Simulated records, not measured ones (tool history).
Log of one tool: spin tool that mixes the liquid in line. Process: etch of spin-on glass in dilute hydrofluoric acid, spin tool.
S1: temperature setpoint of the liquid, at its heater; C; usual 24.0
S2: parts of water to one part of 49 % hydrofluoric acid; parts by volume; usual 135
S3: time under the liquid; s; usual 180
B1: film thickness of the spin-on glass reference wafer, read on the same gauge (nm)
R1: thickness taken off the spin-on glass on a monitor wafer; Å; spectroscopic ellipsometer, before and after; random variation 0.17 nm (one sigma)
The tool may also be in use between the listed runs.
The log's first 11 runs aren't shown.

| run | day | S1 | S2 | S3 | B1 | R1 |
|---|---|---|---|---|---|---|
| 12 | 23.725 | 24.0 | 135 | 180 | 149.93 | 299.9 |
| 13 | 25.858 | 24.0 | 135 | 95 | 150.00 | 157.3 |
| 14 | 28.217 | 24.0 | 135 | 95 | 149.98 | 156.8 |
| 15 | 29.938 | 24.0 | 135 | 180 | 149.97 | 297.3 |
| 16 | 32.162 | 24.0 | 135 | 180 | 150.05 | 296.8 |
| 17 | 35.938 | 24.0 | 135 | 180 | 150.04 | 294.1 |
| 18 | 38.429 | 24.0 | 100 | 180 | 150.05 | 410.3 |
| 19 | 39.921 | 24.0 | 135 | 180 | 149.96 | 293.2 |
| 20 | 41.175 | 24.0 | 135 | 180 | 150.02 | 291.6 |
| 21 | 42.312 | 21.5 | 135 | 180 | 150.00 | 266.6 |
|  | 42.683 | hydrofluoric acid flow meter replaced |
| 22 | 44.262 | 24.0 | 195 | 130 | 149.96 | 138.0 |
| 23 | 45.604 | 24.0 | 135 | 180 | 149.97 | 290.5 |
| 24 | 46.738 | 20.5 | 160 | 225 | 150.05 | 261.1 |
|  | 47.958 | gauge calibrated |
|  | 48.433 | thermometer replaced |
| 25 | 49.279 | 24.0 | 135 | 180 | 150.01 | 309.6 |
| 26 | 52.150 | 28.5 | 110 | 180 | 149.96 | 461.0 |
| 27 | 53.554 | 25.5 | 100 | 180 | 149.97 | 460.9 |
| 28 | 54.758 | 22.5 | 200 | 265 | 150.01 | 265.3 |
| 29 | 57.304 | 26.5 | 165 | 280 | 150.02 | 413.3 |
| 30 | 59.604 | 21.5 | 115 | 105 | 150.00 | 192.7 |
| 31 | 61.646 | 24.0 | 115 | 180 | 149.99 | 368.3 |
| 32 | 64.625 | 26.0 | 135 | 280 | 149.94 | 508.9 |
| 33 | 66.288 | 24.0 | 135 | 180 | 149.98 | 299.9 |
| 34 | 67.408 | 27.0 | 135 | 210 | 150.02 | 394.9 |
| 35 | 70.046 | 29.0 | 65 | 285 | 149.98 | 1317.5 |

3 ways to go on from here, each from the tool as it stands after run 35. What would each give?
| A | 70.067 | 24.0 | 135 | 280 | ? | ? |
| B | 70.067 | 28.5 | 200 | 130 | ? | ? |
| C | 70.067 | 24.0 | 115 | 130 | ? | ? |

| run | B1 | R1 |
|---|---|---|
| A | 150.01 | 472.2 |
| B | 150.01 | 162.3 |
| C | 150.01 | 263.4 |
Without the tool's hidden state the same runs would have given:
| run | R1 |
|---|---|
| A | 487.3 |
| B | 167.0 |
| C | 272.0 |
